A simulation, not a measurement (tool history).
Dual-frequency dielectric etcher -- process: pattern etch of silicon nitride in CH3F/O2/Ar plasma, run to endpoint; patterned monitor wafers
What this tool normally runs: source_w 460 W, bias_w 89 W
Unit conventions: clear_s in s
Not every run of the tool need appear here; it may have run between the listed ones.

run	day	source_w	bias_w	wafers since the last listed run	hours since the last wet clean	hours since the last source power generator calibration	hours since the last bias power generator calibration	hours since the last upper electrode change	incoming incoming film thickness, nm	clear_s
1	0	530	89	0	163	2658.1	1670.2	4576.4	56.7	59.7
2	1.388	510	106	340	196.3	2691.4	1703.5	4609.7	56.8	56.5
3	2.842	400	89	357	231.2	2726.3	1738.4	4644.6	57.3	70.1
4	3.379	400	89	132	244.1	2739.2	1751.3	4657.5	56.8	70.1
5	4.417	400	89	254	269	2764.1	1776.2	4682.4	56.5	69.9
6	5.3	460	81	216	290.2	2785.3	1797.4	4703.6	56.4	67.9
7	5.833	460	81	131	303	2798.1	1810.2	4716.4	55.7	67.9
8	6.408	460	81	141	316.8	2811.9	1824	4730.2	56.8	67.4
9	7.662	460	89	308	346.9	2842	1854.1	4760.3	56.1	64
# day 8.296: bias power generator calibrated
# day 9.746: upper electrode replaced
10	9.767	380	72	230	397.4	2892.5	35.3	0.5	56.5	80
11	9.862	380	72	23	399.7	2894.8	37.6	2.8	56.4	79.5
12	10.6	540	89	181	417.4	2912.5	55.3	20.5	56.7	58.9
13	11.125	540	89	128	430	2925.1	67.9	33.1	55.9	58.8
14	12.042	390	105	225	452	2947.1	89.9	55.1	57.2	65.2
15	12.546	460	89	123	464.1	2959.2	102	67.2	56.8	63.3
# day 13.971: source power generator calibrated
16	13.992	580	74	314	498.8	0.5	136.7	101.9	56.2	61.8
17	14.742	460	89	184	516.8	18.5	154.7	119.9	56.7	64
18	15.521	460	79	191	535.5	37.2	173.4	138.6	56.3	66.6
19	16.233	390	72	175	552.6	54.3	190.5	155.7	56.5	78
20	17.604	460	89	336	585.5	87.2	223.4	188.6	56.6	62.9
# day 18.621: wet clean of the chamber
21	18.642	460	107	9	0.5	112.1	248.3	213.5	56.6	60
22	19.162	530	80	127	13	124.6	260.8	226	56.3	65.1
23	20.508	460	77	330	45.3	156.9	293.1	258.3	56.5	72
24	21.817	390	82	321	76.7	188.3	324.5	289.7	56.9	75.4
25	22.592	420	83	190	95.3	206.9	343.1	308.3	56.6	71.5
26	23.412	370	105	201	115	226.6	362.8	328	56.1	67.4

Predict each of these 3 candidate next runs independently; none follows another, all start after run 26:
A	23.429	460	89	4	115.4	227	363.2	328.4	56.5	?
B	23.429	350	107	4	115.4	227	363.2	328.4	56.5	?
C	23.429	410	96	4	115.4	227	363.2	328.4	56.5	?

run	clear_s
A	66.2
B	69.9
C	67.6
Without the tool's unlogged condition, the same runs would have read:
run	clear_s
A	66.7
B	70.4
C	68.2

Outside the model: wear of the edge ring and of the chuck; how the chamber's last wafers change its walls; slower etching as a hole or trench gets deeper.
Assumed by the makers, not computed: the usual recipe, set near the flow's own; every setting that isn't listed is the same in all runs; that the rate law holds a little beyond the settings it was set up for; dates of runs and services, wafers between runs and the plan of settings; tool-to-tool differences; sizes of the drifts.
